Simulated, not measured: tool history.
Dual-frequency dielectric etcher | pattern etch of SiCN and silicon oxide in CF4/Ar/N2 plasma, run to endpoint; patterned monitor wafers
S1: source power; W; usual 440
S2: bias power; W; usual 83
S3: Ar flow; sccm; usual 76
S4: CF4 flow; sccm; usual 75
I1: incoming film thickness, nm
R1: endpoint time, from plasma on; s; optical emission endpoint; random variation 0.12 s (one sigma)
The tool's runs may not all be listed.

run	hour	S1	S2	S3	S4	I1	R1
1	0.0	440	83	76	88	13.96	14.2
2	6.6	440	99	88	75	13.93	14.1
3	16.2	440	83	76	75	13.96	14.6
4	22.5	440	83	58	75	13.98	14.2
5	38.9	540	83	76	62	13.95	12.8
# hour 51.4: CF4 flow controller replaced
6	51.9	470	96	76	75	13.77	13.1
7	56.6	440	83	88	60	14.01	15.5
8	70.1	440	83	94	75	14.03	14.9
9	84.3	440	83	76	75	14.16	15.2
10	90.7	510	83	85	63	14.01	13.8
# hour 123.6: upper electrode replaced
# hour 123.9: bias power generator calibrated
# hour 129.6: wet clean of the chamber
11	130.1	350	83	76	90	14.06	16.5
12	130.4	330	94	76	75	14.00	17.2
13	130.8	510	71	85	85	13.97	12.8
14	141.8	440	95	76	90	14.00	13.3
15	149.5	360	93	76	81	14.02	15.9
16	164.5	440	76	76	69	13.96	14.6
17	189.6	330	83	76	56	14.08	19.0
18	198.5	400	83	76	75	14.10	15.7
19	212.8	480	63	76	57	13.86	15.0
20	230.2	440	83	76	75	13.98	14.3
21	242.9	440	101	63	75	13.96	13.2
22	251.7	540	83	76	62	13.89	12.5
23	259.2	510	71	85	85	14.11	13.1

Forecast each of these 5 alternatives for the next run:
A	259.6	440	83	76	75	13.94	?
B	259.6	530	83	76	75	13.94	?
C	259.6	550	67	88	60	13.94	?
D	259.6	470	83	76	92	13.94	?
E	259.6	440	83	65	84	13.94	?

run	R1
A	14.4
B	12.3
C	13.4
D	13.1
E	14.0
Without the tool's hidden state the same runs would have given:
run	R1
A	14.1
B	12.1
C	13.2
D	12.9
E	13.7

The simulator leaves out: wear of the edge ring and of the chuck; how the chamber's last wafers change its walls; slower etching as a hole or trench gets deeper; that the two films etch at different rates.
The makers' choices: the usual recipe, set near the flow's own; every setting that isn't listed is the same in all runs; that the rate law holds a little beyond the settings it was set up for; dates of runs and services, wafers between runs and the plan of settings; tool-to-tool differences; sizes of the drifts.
